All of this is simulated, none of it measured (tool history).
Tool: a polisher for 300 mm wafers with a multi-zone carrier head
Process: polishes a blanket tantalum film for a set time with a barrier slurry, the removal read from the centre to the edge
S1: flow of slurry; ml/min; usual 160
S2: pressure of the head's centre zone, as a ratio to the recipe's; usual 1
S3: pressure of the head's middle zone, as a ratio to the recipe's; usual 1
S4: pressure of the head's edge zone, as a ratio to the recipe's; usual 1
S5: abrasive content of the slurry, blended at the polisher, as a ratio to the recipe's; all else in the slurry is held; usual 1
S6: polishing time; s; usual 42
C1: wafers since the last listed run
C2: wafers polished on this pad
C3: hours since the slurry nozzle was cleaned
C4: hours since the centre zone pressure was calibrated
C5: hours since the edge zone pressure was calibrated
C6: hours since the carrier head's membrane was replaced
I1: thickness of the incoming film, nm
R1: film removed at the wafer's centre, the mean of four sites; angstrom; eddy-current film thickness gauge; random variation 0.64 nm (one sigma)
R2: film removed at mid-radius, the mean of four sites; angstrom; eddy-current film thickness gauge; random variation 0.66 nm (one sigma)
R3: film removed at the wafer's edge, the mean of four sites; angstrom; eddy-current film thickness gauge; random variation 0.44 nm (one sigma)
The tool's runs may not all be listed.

{"run": 1, "hour": 0.0, "S1": 160, "S2": 1, "S3": 1, "S4": 0.91, "S5": 1, "S6": 42, "C1": 0, "C2": 311, "C3": 701.8, "C4": 996.7, "C5": 291.1, "C6": 1137, "I1": 212.5, "R1": 634, "R2": 639, "R3": 624}
{"run": 2, "hour": 9.8, "S1": 160, "S2": 1, "S3": 1, "S4": 0.91, "S5": 1, "S6": 42, "C1": 129, "C2": 441, "C3": 711.6, "C4": 1006.5, "C5": 300.9, "C6": 1146.8, "I1": 209.1, "R1": 638, "R2": 625, "R3": 620}
{"run": 3, "hour": 17.7, "S1": 160, "S2": 1, "S3": 1, "S4": 0.91, "S5": 1, "S6": 42, "C1": 104, "C2": 545, "C3": 719.5, "C4": 1014.4, "C5": 308.8, "C6": 1154.7, "I1": 210.4, "R1": 641, "R2": 646, "R3": 625}
{"run": 4, "hour": 25.3, "S1": 160, "S2": 1, "S3": 1, "S4": 1, "S5": 1, "S6": 42, "C1": 100, "C2": 646, "C3": 727.1, "C4": 1022, "C5": 316.4, "C6": 1162.3, "I1": 211.7, "R1": 639, "R2": 634, "R3": 654}
{"run": 5, "hour": 37.8, "S1": 160, "S2": 1, "S3": 1, "S4": 1, "S5": 1, "S6": 42, "C1": 165, "C2": 812, "C3": 739.6, "C4": 1034.5, "C5": 328.9, "C6": 1174.8, "I1": 206.6, "R1": 635, "R2": 635, "R3": 656}
{"hour": 53.2, "done": "worn pad replaced by a new one"}
{"run": 6, "hour": 53.7, "S1": 160, "S2": 1, "S3": 1, "S4": 1, "S5": 1, "S6": 42, "C1": 157, "C2": 6, "C3": 755.5, "C4": 1050.4, "C5": 344.8, "C6": 1190.7, "I1": 207.5, "R1": 644, "R2": 648, "R3": 656}
{"run": 7, "hour": 59.1, "S1": 160, "S2": 1, "S3": 1, "S4": 1, "S5": 1, "S6": 42, "C1": 71, "C2": 78, "C3": 760.9, "C4": 1055.8, "C5": 350.2, "C6": 1196.1, "I1": 208.7, "R1": 639, "R2": 639, "R3": 653}
{"run": 8, "hour": 73.9, "S1": 160, "S2": 1, "S3": 1, "S4": 1, "S5": 1, "S6": 42, "C1": 196, "C2": 274, "C3": 775.7, "C4": 1070.6, "C5": 365, "C6": 1210.9, "I1": 208.8, "R1": 635, "R2": 636, "R3": 650}
{"hour": 82.6, "done": "edge zone pressure recalibrated"}
{"run": 9, "hour": 105.9, "S1": 160, "S2": 1, "S3": 1, "S4": 1, "S5": 1, "S6": 42, "C1": 397, "C2": 671, "C3": 807.7, "C4": 1102.6, "C5": 23.3, "C6": 1242.9, "I1": 212.6, "R1": 637, "R2": 639, "R3": 657}
{"run": 10, "hour": 118.0, "S1": 160, "S2": 1, "S3": 1, "S4": 1, "S5": 0.8, "S6": 42, "C1": 160, "C2": 832, "C3": 819.8, "C4": 1114.7, "C5": 35.4, "C6": 1255, "I1": 212.7, "R1": 564, "R2": 555, "R3": 586}
{"run": 11, "hour": 130.7, "S1": 160, "S2": 1, "S3": 1, "S4": 1, "S5": 1, "S6": 42, "C1": 168, "C2": 1000, "C3": 832.5, "C4": 1127.4, "C5": 48.1, "C6": 1267.7, "I1": 209.3, "R1": 621, "R2": 628, "R3": 653}
{"hour": 135.4, "done": "worn pad replaced by a new one"}
{"hour": 136.0, "done": "centre zone pressure recalibrated"}
{"run": 12, "hour": 142.6, "S1": 135, "S2": 0.96, "S3": 1, "S4": 1, "S5": 1, "S6": 42, "C1": 97, "C2": 88, "C3": 844.4, "C4": 6.6, "C5": 60, "C6": 1279.6, "I1": 211, "R1": 568, "R2": 599, "R3": 630}
{"hour": 159.4, "done": "carrier head's membrane replaced by a new one"}
{"run": 13, "hour": 159.9, "S1": 190, "S2": 0.88, "S3": 1, "S4": 0.95, "S5": 1, "S6": 56, "C1": 162, "C2": 251, "C3": 861.7, "C4": 23.9, "C5": 77.3, "C6": 0.5, "I1": 207.4, "R1": 772, "R2": 880, "R3": 872}
{"run": 14, "hour": 175.2, "S1": 160, "S2": 1, "S3": 1, "S4": 1, "S5": 1, "S6": 42, "C1": 202, "C2": 453, "C3": 877, "C4": 39.2, "C5": 92.6, "C6": 15.8, "I1": 212.3, "R1": 632, "R2": 638, "R3": 650}
{"run": 15, "hour": 185.4, "S1": 205, "S2": 1, "S3": 1.09, "S4": 1, "S5": 0.9, "S6": 42, "C1": 135, "C2": 588, "C3": 887.2, "C4": 49.4, "C5": 102.8, "C6": 26, "I1": 210.2, "R1": 655, "R2": 695, "R3": 644}
{"hour": 189.1, "done": "slurry nozzle cleaned"}
{"run": 16, "hour": 194.0, "S1": 160, "S2": 1, "S3": 1, "S4": 1, "S5": 1, "S6": 42, "C1": 100, "C2": 689, "C3": 4.9, "C4": 58, "C5": 111.4, "C6": 34.6, "I1": 209.6, "R1": 727, "R2": 712, "R3": 702}
{"run": 17, "hour": 209.9, "S1": 195, "S2": 1, "S3": 1, "S4": 1, "S5": 0.9, "S6": 42, "C1": 210, "C2": 900, "C3": 20.8, "C4": 73.9, "C5": 127.3, "C6": 50.5, "I1": 206.6, "R1": 712, "R2": 706, "R3": 688}
{"hour": 218.4, "done": "worn pad replaced by a new one"}
{"run": 18, "hour": 224.4, "S1": 160, "S2": 1, "S3": 0.93, "S4": 1, "S5": 1, "S6": 31, "C1": 139, "C2": 80, "C3": 35.3, "C4": 88.4, "C5": 141.8, "C6": 65, "I1": 205.5, "R1": 527, "R2": 504, "R3": 513}
{"run": 19, "hour": 250.7, "S1": 160, "S2": 1, "S3": 1, "S4": 1, "S5": 1, "S6": 42, "C1": 348, "C2": 428, "C3": 61.6, "C4": 114.7, "C5": 168.1, "C6": 91.3, "I1": 211.5, "R1": 721, "R2": 703, "R3": 697}
{"run": 20, "hour": 262.7, "S1": 160, "S2": 1, "S3": 0.93, "S4": 0.88, "S5": 1.1, "S6": 42, "C1": 158, "C2": 587, "C3": 73.6, "C4": 126.7, "C5": 180.1, "C6": 103.3, "I1": 207.7, "R1": 734, "R2": 685, "R3": 689}

3 ways to go on from here, each from the tool as it stands after run 20. What would each give?
{"run": "A", "hour": 263.1, "S1": 160, "S2": 1, "S3": 1, "S4": 1, "S5": 1, "S6": 42, "C1": 5, "C2": 592, "C3": 74, "C4": 127.1, "C5": 180.5, "C6": 103.7, "I1": 209.5, "R1": "?", "R2": "?", "R3": "?"}
{"run": "B", "hour": 263.1, "S1": 160, "S2": 1, "S3": 1.09, "S4": 1.1, "S5": 1, "S6": 42, "C1": 5, "C2": 592, "C3": 74, "C4": 127.1, "C5": 180.5, "C6": 103.7, "I1": 209.5, "R1": "?", "R2": "?", "R3": "?"}
{"run": "C", "hour": 263.1, "S1": 145, "S2": 0.96, "S3": 1, "S4": 1, "S5": 1.2, "S6": 55, "C1": 5, "C2": 592, "C3": 74, "C4": 127.1, "C5": 180.5, "C6": 103.7, "I1": 209.5, "R1": "?", "R2": "?", "R3": "?"}

run=A R1=718 R2=705 R3=711
run=B R1=719 R2=758 R3=744
run=C R1=943 R2=967 R3=982
Without the tool's hidden state the same runs would have given:
run=A R1=736 R2=720 R3=722
run=B R1=737 R2=775 R3=756
run=C R1=969 R2=991 R3=999
